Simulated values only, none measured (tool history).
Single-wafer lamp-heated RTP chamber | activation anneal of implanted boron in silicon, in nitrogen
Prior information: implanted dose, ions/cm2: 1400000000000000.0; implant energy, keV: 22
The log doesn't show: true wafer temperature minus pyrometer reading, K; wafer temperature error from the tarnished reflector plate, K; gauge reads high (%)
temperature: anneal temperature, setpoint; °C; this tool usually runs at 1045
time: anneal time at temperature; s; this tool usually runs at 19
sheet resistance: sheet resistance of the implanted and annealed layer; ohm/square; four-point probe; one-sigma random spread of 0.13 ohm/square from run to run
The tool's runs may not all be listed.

run	hour	temperature	time	wafers since the last listed run	wafers since the last pyrometer calibration	wafers since the reflector plate was cleaned	hours since the gauge calibration	read-back reference wafer on the same gauge, sheet resistance	sheet resistance
1	0	1045	19	0	6666	6530	415.1	99.99	88.18
# hour 52.3: pyrometer window cleaned and pyrometer calibrated
2	60.7	1035	19	1107	176	7637	475.8	99.96	89.36
3	104.6	1035	19	922	1099	8560	519.7	99.98	89.22
4	148.9	1045	19	931	2030	9491	564	99.96	88.08
# hour 179.1: reflector plate cleaned
5	201.7	1045	19	941	2972	476	616.8	99.98	88.79
6	266.1	1045	15	1353	4326	1829	681.2	100.06	88.87
7	295.2	1045	19	611	4937	2441	710.3	99.97	88.32
8	333.1	1045	19	796	5734	3238	748.2	100.02	88.43
9	377.2	1045	19	927	6661	4165	792.3	100.01	88.35
# hour 405.2: pyrometer window cleaned and pyrometer calibrated
10	426	1045	13	857	437	5022	841.1	100	89.1
11	480	1045	19	1135	1572	6157	895.1	99.99	88.75
12	547.5	1045	19	1418	2991	7576	962.6	99.99	88.38
13	585	1045	19	788	3780	8365	1000.1	100.08	88.21
# hour 604.8: reflector plate cleaned
14	655.9	1045	23	1322	5102	1073	1071	100	88.17
15	696.9	1045	23	861	5964	1935	1112	99.99	88.17
16	745.9	1045	27	1030	6994	2965	1161	100.06	87.85
17	775.6	1018	23	624	7618	3589	1190.7	100	90.31
18	833.4	1045	19	1214	8833	4804	1248.5	99.97	88.09
# hour 847.4: pyrometer window cleaned and pyrometer calibrated
19	861.4	1021	19	420	294	5225	1276.5	99.98	91.02
20	893.9	1067	28	683	977	5908	1309	100.01	86.6
21	964.3	1058	19	1479	2457	7388	1379.4	100.02	87.7
# hour 992.9: gauge calibrated
22	1029.9	1045	28	1378	3836	8767	37	99.97	87.76
23	1090.3	1073	8	1269	5105	10036	97.4	100.01	88.44
24	1136.5	1045	11	971	6076	11007	143.6	100.04	88.34
# hour 1151.2: reflector plate cleaned
# hour 1194.4: pyrometer window cleaned and pyrometer calibrated
25	1194.9	1025	24	891	10	750	202	99.97	90.55
26	1237.6	1027	19	897	907	1648	244.7	99.98	90.47
27	1292.4	1071	14	1151	2059	2800	299.5	99.95	87.93
28	1360.2	1024	22	1425	3484	4225	367.3	99.96	90.17
29	1431.3	1045	14	1494	4979	5720	438.4	99.98	88.72
30	1477.3	1069	19	966	5946	6686	484.4	100.01	87.13
31	1540.1	1045	19	1320	7266	8007	547.2	100.02	88.13
32	1605.4	1045	19	1372	8639	9379	612.5	99.98	88
# hour 1617.3: pyrometer window cleaned and pyrometer calibrated
33	1646.1	1075	28	687	606	10067	653.2	100.01	86.02
# hour 1710.7: reflector plate cleaned
34	1711.2	1059	10	1200	1806	10	718.3	99.97	88.46
35	1738	1045	19	563	2369	574	745.1	99.99	88.82
36	1805.6	1032	23	1420	3790	1995	812.7	100.01	89.43
37	1867.7	1060	15	1305	5096	3300	874.8	100.01	88.28

Predict each of these 3 candidate next runs independently; none follows another, all start after run 37:
A	1868.1	1045	19	8	5104	3308	875.2	?	?
B	1868.1	1037	19	8	5104	3308	875.2	?	?
C	1868.1	1053	30	8	5104	3308	875.2	?	?

run	read-back reference wafer on the same gauge, sheet resistance	sheet resistance
A	99.98	88.27
B	99.98	88.83
C	99.98	86.99
Stripped of hidden state, with their random variation kept, the same runs would have yielded:
run	sheet resistance
A	88.99
B	89.68
C	87.77
